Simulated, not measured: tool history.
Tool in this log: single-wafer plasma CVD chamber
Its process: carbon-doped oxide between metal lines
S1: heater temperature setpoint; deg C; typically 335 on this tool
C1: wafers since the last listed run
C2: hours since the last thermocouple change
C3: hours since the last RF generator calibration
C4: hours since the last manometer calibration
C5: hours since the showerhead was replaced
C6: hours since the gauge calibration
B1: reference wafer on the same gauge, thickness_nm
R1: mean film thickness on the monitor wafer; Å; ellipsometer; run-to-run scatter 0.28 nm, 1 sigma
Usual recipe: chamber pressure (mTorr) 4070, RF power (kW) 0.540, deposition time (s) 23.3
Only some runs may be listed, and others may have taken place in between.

run 1 day=0.000 | S1=335 chamber_pressure_(mTorr)=4070 RF_power_(kW)=0.540 deposition_time_(s)=23.3 | C1=0 C2=742.8 C3=1557.7 C4=721.1 C5=6250.5 C6=1487.1 | B1=140.937 | R1=1322.40
run 2 day=8.533 | S1=335 chamber_pressure_(mTorr)=4070 RF_power_(kW)=0.540 deposition_time_(s)=23.3 | C1=5809 C2=947.6 C3=1762.5 C4=925.9 C5=6455.3 C6=1691.9 | B1=140.894 | R1=1320.80
run 3 day=10.200 | S1=335 chamber_pressure_(mTorr)=4070 RF_power_(kW)=0.540 deposition_time_(s)=23.3 | C1=1134 C2=987.6 C3=1802.5 C4=965.9 C5=6495.3 C6=1731.9 | B1=141.117 | R1=1323.23
run 4 day=12.996 | S1=335 chamber_pressure_(mTorr)=4070 RF_power_(kW)=0.540 deposition_time_(s)=23.3 | C1=1903 C2=1054.7 C3=1869.6 C4=1033.0 C5=6562.4 C6=1799.0 | B1=141.081 | R1=1313.30
run 5 day=14.275 | S1=335 chamber_pressure_(mTorr)=4070 RF_power_(kW)=0.540 deposition_time_(s)=23.3 | C1=870 C2=1085.4 C3=1900.3 C4=1063.7 C5=6593.1 C6=1829.7 | B1=140.970 | R1=1313.85
-- day=15.183 capacitance manometer re-zeroed and calibrated
run 6 day=16.362 | S1=335 chamber_pressure_(mTorr)=4070 RF_power_(kW)=0.540 deposition_time_(s)=20.6 | C1=1194 C2=1135.5 C3=1950.4 C4=28.3 C5=6643.2 C6=1879.8 | B1=140.878 | R1=1176.09
-- day=16.742 thermocouple changed; heater temperature recalibrated
run 7 day=18.679 | S1=335 chamber_pressure_(mTorr)=4070 RF_power_(kW)=0.540 deposition_time_(s)=20.6 | C1=1350 C2=46.5 C3=2006.0 C4=83.9 C5=6698.8 C6=1935.4 | B1=141.094 | R1=1175.00
-- day=18.896 gauge calibrated
run 8 day=20.671 | S1=335 chamber_pressure_(mTorr)=3690 RF_power_(kW)=0.540 deposition_time_(s)=23.3 | C1=1356 C2=94.3 C3=2053.8 C4=131.7 C5=6746.6 C6=42.6 | B1=140.900 | R1=1315.77
run 9 day=23.075 | S1=335 chamber_pressure_(mTorr)=3690 RF_power_(kW)=0.540 deposition_time_(s)=23.3 | C1=1636 C2=152.0 C3=2111.5 C4=189.4 C5=6804.3 C6=100.3 | B1=140.991 | R1=1315.43
run 10 day=25.046 | S1=335 chamber_pressure_(mTorr)=3690 RF_power_(kW)=0.540 deposition_time_(s)=23.3 | C1=1341 C2=199.3 C3=2158.8 C4=236.7 C5=6851.6 C6=147.6 | B1=141.023 | R1=1320.88
-- day=26.600 RF generator calibrated
run 11 day=28.017 | S1=335 chamber_pressure_(mTorr)=4070 RF_power_(kW)=0.540 deposition_time_(s)=23.3 | C1=1795 C2=270.6 C3=34.0 C4=308.0 C5=6922.9 C6=218.9 | B1=140.969 | R1=1330.22
run 12 day=30.304 | S1=340 chamber_pressure_(mTorr)=3490 RF_power_(kW)=0.485 deposition_time_(s)=21.0 | C1=1557 C2=325.5 C3=88.9 C4=362.9 C5=6977.8 C6=273.8 | B1=141.095 | R1=1104.41
-- day=31.888 showerhead replaced, of another model than before
run 13 day=32.996 | S1=335 chamber_pressure_(mTorr)=4070 RF_power_(kW)=0.540 deposition_time_(s)=23.3 | C1=1605 C2=390.1 C3=153.5 C4=427.5 C5=26.6 C6=338.4 | B1=140.861 | R1=1323.36
run 14 day=34.104 | S1=335 chamber_pressure_(mTorr)=3080 RF_power_(kW)=0.540 deposition_time_(s)=23.3 | C1=754 C2=416.7 C3=180.1 C4=454.1 C5=53.2 C6=365.0 | B1=141.040 | R1=1279.69
run 15 day=36.838 | S1=335 chamber_pressure_(mTorr)=4990 RF_power_(kW)=0.540 deposition_time_(s)=23.3 | C1=1860 C2=482.3 C3=245.7 C4=519.7 C5=118.8 C6=430.6 | B1=141.036 | R1=1377.11
run 16 day=39.458 | S1=344 chamber_pressure_(mTorr)=3630 RF_power_(kW)=0.635 deposition_time_(s)=27.9 | C1=1784 C2=545.2 C3=308.6 C4=582.6 C5=181.7 C6=493.5 | B1=141.130 | R1=1589.85
run 17 day=41.825 | S1=340 chamber_pressure_(mTorr)=3490 RF_power_(kW)=0.485 deposition_time_(s)=21.0 | C1=1611 C2=602.0 C3=365.4 C4=639.4 C5=238.5 C6=550.3 | B1=141.007 | R1=1112.63
run 18 day=43.238 | S1=335 chamber_pressure_(mTorr)=4820 RF_power_(kW)=0.540 deposition_time_(s)=19.0 | C1=961 C2=635.9 C3=399.3 C4=673.3 C5=272.4 C6=584.2 | B1=140.976 | R1=1109.99
run 19 day=44.738 | S1=335 chamber_pressure_(mTorr)=4070 RF_power_(kW)=0.510 deposition_time_(s)=21.2 | C1=1021 C2=671.9 C3=435.3 C4=709.3 C5=308.4 C6=620.2 | B1=141.033 | R1=1179.56
run 20 day=46.608 | S1=322 chamber_pressure_(mTorr)=4070 RF_power_(kW)=0.445 deposition_time_(s)=20.8 | C1=1273 C2=716.8 C3=480.2 C4=754.2 C5=353.3 C6=665.1 | B1=140.942 | R1=1164.50
run 21 day=48.088 | S1=340 chamber_pressure_(mTorr)=3490 RF_power_(kW)=0.485 deposition_time_(s)=21.0 | C1=1007 C2=752.3 C3=515.7 C4=789.7 C5=388.8 C6=700.6 | B1=140.997 | R1=1110.08
run 22 day=50.879 | S1=335 chamber_pressure_(mTorr)=4070 RF_power_(kW)=0.540 deposition_time_(s)=23.3 | C1=1900 C2=819.3 C3=582.7 C4=856.7 C5=455.8 C6=767.6 | B1=140.952 | R1=1318.87
run 23 day=52.600 | S1=340 chamber_pressure_(mTorr)=4460 RF_power_(kW)=0.540 deposition_time_(s)=23.3 | C1=1171 C2=860.6 C3=624.0 C4=898.0 C5=497.1 C6=808.9 | B1=140.950 | R1=1319.54
run 24 day=55.267 | S1=335 chamber_pressure_(mTorr)=4070 RF_power_(kW)=0.540 deposition_time_(s)=23.3 | C1=1815 C2=924.6 C3=688.0 C4=962.0 C5=561.1 C6=872.9 | B1=140.967 | R1=1312.36
run 25 day=61.883 | S1=335 chamber_pressure_(mTorr)=4070 RF_power_(kW)=0.540 deposition_time_(s)=23.3 | C1=4504 C2=1083.4 C3=846.8 C4=1120.8 C5=719.9 C6=1031.7 | B1=140.943 | R1=1312.04
-- day=62.658 thermocouple changed; heater temperature recalibrated
run 26 day=63.288 | S1=335 chamber_pressure_(mTorr)=3500 RF_power_(kW)=0.540 deposition_time_(s)=23.3 | C1=729 C2=15.1 C3=880.5 C4=1154.5 C5=753.6 C6=1065.4 | B1=140.997 | R1=1284.71
run 27 day=65.633 | S1=341 chamber_pressure_(mTorr)=4070 RF_power_(kW)=0.510 deposition_time_(s)=23.3 | C1=1597 C2=71.4 C3=936.8 C4=1210.8 C5=809.9 C6=1121.7 | B1=141.003 | R1=1259.45

Exercise: give the hidden state of the tool at every run:
wafer temperature above the value expected at the setpoint (K): 0 on each run
delivered RF power above the setpoint (%): 0 on each run
gauge reads high (%): 0 on each run
H1: true pressure above the setpoint (%)
run=1 H1=-5.11
run=2 H1=-6.5
run=3 H1=-6.77
run=4 H1=-7.23
run=5 H1=-7.44
run=6 H1=0.431
run=7 H1=0.053
run=8 H1=-0.272
run=9 H1=-0.665
run=10 H1=-0.987
run=11 H1=-1.47
run=12 H1=-1.85
run=13 H1=-2.29
run=14 H1=-2.47
run=15 H1=-2.91
run=16 H1=-3.34
run=17 H1=-3.73
run=18 H1=-3.96
run=19 H1=-4.2
run=20 H1=-4.51
run=21 H1=-4.75
run=22 H1=-5.21
run=23 H1=-5.49
run=24 H1=-5.92
run=25 H1=-7
run=26 H1=-7.23
run=27 H1=-7.62
